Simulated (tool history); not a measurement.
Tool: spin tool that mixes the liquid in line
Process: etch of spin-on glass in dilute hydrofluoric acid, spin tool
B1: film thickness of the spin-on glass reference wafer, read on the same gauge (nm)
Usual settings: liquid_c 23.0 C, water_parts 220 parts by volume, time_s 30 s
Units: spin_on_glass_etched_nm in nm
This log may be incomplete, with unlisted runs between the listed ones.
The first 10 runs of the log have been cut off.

run 11 hour=108.4 | liquid_c=23.0 water_parts=220 time_s=30 | B1=60.02 | spin_on_glass_etched_nm=7.02
run 12 hour=126.3 | liquid_c=23.0 water_parts=220 time_s=30 | B1=60.01 | spin_on_glass_etched_nm=7.04
-- hour=136.6 hydrofluoric acid flow meter replaced
run 13 hour=141.7 | liquid_c=23.0 water_parts=220 time_s=30 | B1=60.02 | spin_on_glass_etched_nm=7.04
run 14 hour=148.8 | liquid_c=23.0 water_parts=220 time_s=30 | B1=60.04 | spin_on_glass_etched_nm=7.02
-- hour=152.3 gauge calibrated
run 15 hour=161.4 | liquid_c=23.0 water_parts=220 time_s=30 | B1=60.01 | spin_on_glass_etched_nm=7.03
run 16 hour=170.3 | liquid_c=23.0 water_parts=220 time_s=30 | B1=59.96 | spin_on_glass_etched_nm=7.02
run 17 hour=184.0 | liquid_c=23.0 water_parts=270 time_s=30 | B1=60.01 | spin_on_glass_etched_nm=5.41
run 18 hour=195.9 | liquid_c=21.5 water_parts=250 time_s=50 | B1=60.02 | spin_on_glass_etched_nm=9.45
run 19 hour=203.5 | liquid_c=23.0 water_parts=220 time_s=30 | B1=60.00 | spin_on_glass_etched_nm=7.04
run 20 hour=233.1 | liquid_c=23.0 water_parts=220 time_s=30 | B1=60.00 | spin_on_glass_etched_nm=7.01
-- hour=241.0 thermometer replaced
run 21 hour=276.1 | liquid_c=27.0 water_parts=220 time_s=40 | B1=59.96 | spin_on_glass_etched_nm=9.77
run 22 hour=285.4 | liquid_c=23.0 water_parts=125 time_s=20 | B1=60.01 | spin_on_glass_etched_nm=8.32
run 23 hour=295.0 | liquid_c=24.5 water_parts=270 time_s=45 | B1=59.99 | spin_on_glass_etched_nm=7.80

Run 24 is up next; what results do you expect?
run 24 hour=305.5 | liquid_c=18.5 water_parts=175 time_s=30 | B1=? | spin_on_glass_etched_nm=?

{"run 24": {"B1": 60.01, "spin_on_glass_etched_nm": 7.04}}
On a tool with no hidden condition, and with the same random variation, this run would have come out at spin_on_glass_etched_nm 7.01 nm.
